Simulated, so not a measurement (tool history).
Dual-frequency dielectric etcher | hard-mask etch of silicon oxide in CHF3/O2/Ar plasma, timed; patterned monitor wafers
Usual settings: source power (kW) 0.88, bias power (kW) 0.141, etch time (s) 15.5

| run | day | source power (kW) | bias power (kW) | etch time (s) | wafers since the last listed run | hours since the last wet clean | hours since the last source power generator calibration | hours since the last bias power generator calibration | hours since the last upper electrode change | hours since the gauge calibration | read-back reference wafer on the same gauge, depth_nm | mean etch depth across the wafer (Å) |
|---|---|---|---|---|---|---|---|---|---|---|---|---|
| 1 | 0 | 0.88 | 0.141 | 15.5 | 0 | 23.8 | 3520.2 | 2246.3 | 4238.4 | 349.5 | 36.81 | 344.9 |
| 2 | 0.7 | 0.88 | 0.141 | 15.5 | 305 | 40.6 | 3537 | 2263.1 | 4255.2 | 366.3 | 36.8 | 345.6 |
| 3 | 1.271 | 0.88 | 0.141 | 15.5 | 249 | 54.3 | 3550.7 | 2276.8 | 4268.9 | 380 | 36.79 | 347.4 |
| 4 | 1.879 | 0.88 | 0.141 | 12 | 265 | 68.9 | 3565.3 | 2291.4 | 4283.5 | 394.6 | 36.82 | 268 |
|  | 2.325 | source power generator calibrated |
| 5 | 2.346 | 0.88 | 0.141 | 12 | 130 | 80.1 | 0.5 | 2302.6 | 4294.7 | 405.8 | 36.8 | 268.1 |
| 6 | 3.075 | 0.8 | 0.107 | 17.5 | 318 | 97.6 | 18 | 2320.1 | 4312.2 | 423.3 | 36.82 | 345.3 |
| 7 | 4.508 | 0.88 | 0.141 | 15.5 | 625 | 132 | 52.4 | 2354.5 | 4346.6 | 457.7 | 36.8 | 348.5 |
| 8 | 5.108 | 0.88 | 0.141 | 11 | 261 | 146.4 | 66.8 | 2368.9 | 4361 | 472.1 | 36.81 | 247.7 |
| 9 | 5.479 | 1.08 | 0.141 | 15.5 | 161 | 155.3 | 75.7 | 2377.8 | 4369.9 | 481 | 36.79 | 391 |
| 10 | 6.404 | 1.08 | 0.156 | 20 | 403 | 177.5 | 97.9 | 2400 | 4392.1 | 503.2 | 36.79 | 519.1 |
| 11 | 6.829 | 0.88 | 0.141 | 15.5 | 185 | 187.7 | 108.1 | 2410.2 | 4402.3 | 513.4 | 36.79 | 350.9 |
|  | 6.992 | gauge calibrated |
| 12 | 7.467 | 0.88 | 0.141 | 15.5 | 278 | 203 | 123.4 | 2425.5 | 4417.6 | 11.4 | 36.77 | 349.9 |
| 13 | 8.054 | 0.68 | 0.111 | 17.5 | 256 | 217.1 | 137.5 | 2439.6 | 4431.7 | 25.5 | 36.81 | 316.7 |
| 14 | 8.338 | 1.06 | 0.141 | 11.5 | 123 | 223.9 | 144.3 | 2446.4 | 4438.5 | 32.3 | 36.81 | 287.7 |
| 15 | 8.771 | 0.88 | 0.123 | 12 | 189 | 234.3 | 154.7 | 2456.8 | 4448.9 | 42.7 | 36.8 | 260.7 |
| 16 | 9.196 | 0.95 | 0.151 | 18 | 185 | 244.5 | 164.9 | 2467 | 4459.1 | 52.9 | 36.81 | 433 |
|  | 9.404 | bias power generator calibrated |
| 17 | 9.592 | 0.88 | 0.141 | 15.5 | 100 | 254 | 174.4 | 4.5 | 4468.6 | 62.4 | 36.8 | 349.8 |
| 18 | 10.283 | 0.74 | 0.141 | 15.5 | 301 | 270.6 | 191 | 21.1 | 4485.2 | 79 | 36.82 | 316.8 |
|  | 11.442 | upper electrode replaced |
| 19 | 11.462 | 1.03 | 0.123 | 17 | 78 | 298.9 | 219.3 | 49.4 | 0.5 | 107.3 | 36.83 | 407 |

Forecast run 20:
| 20 | 11.592 | 0.88 | 0.141 | 15.5 | 56 | 302 | 222.4 | 52.5 | 3.6 | 110.4 | ? | ? |

Run 20 gave read-back reference wafer on the same gauge, depth_nm 36.8, mean etch depth across the wafer (Å) 350.5.
Without the tool's hidden state the same run would have given mean etch depth across the wafer (Å) 342.7.

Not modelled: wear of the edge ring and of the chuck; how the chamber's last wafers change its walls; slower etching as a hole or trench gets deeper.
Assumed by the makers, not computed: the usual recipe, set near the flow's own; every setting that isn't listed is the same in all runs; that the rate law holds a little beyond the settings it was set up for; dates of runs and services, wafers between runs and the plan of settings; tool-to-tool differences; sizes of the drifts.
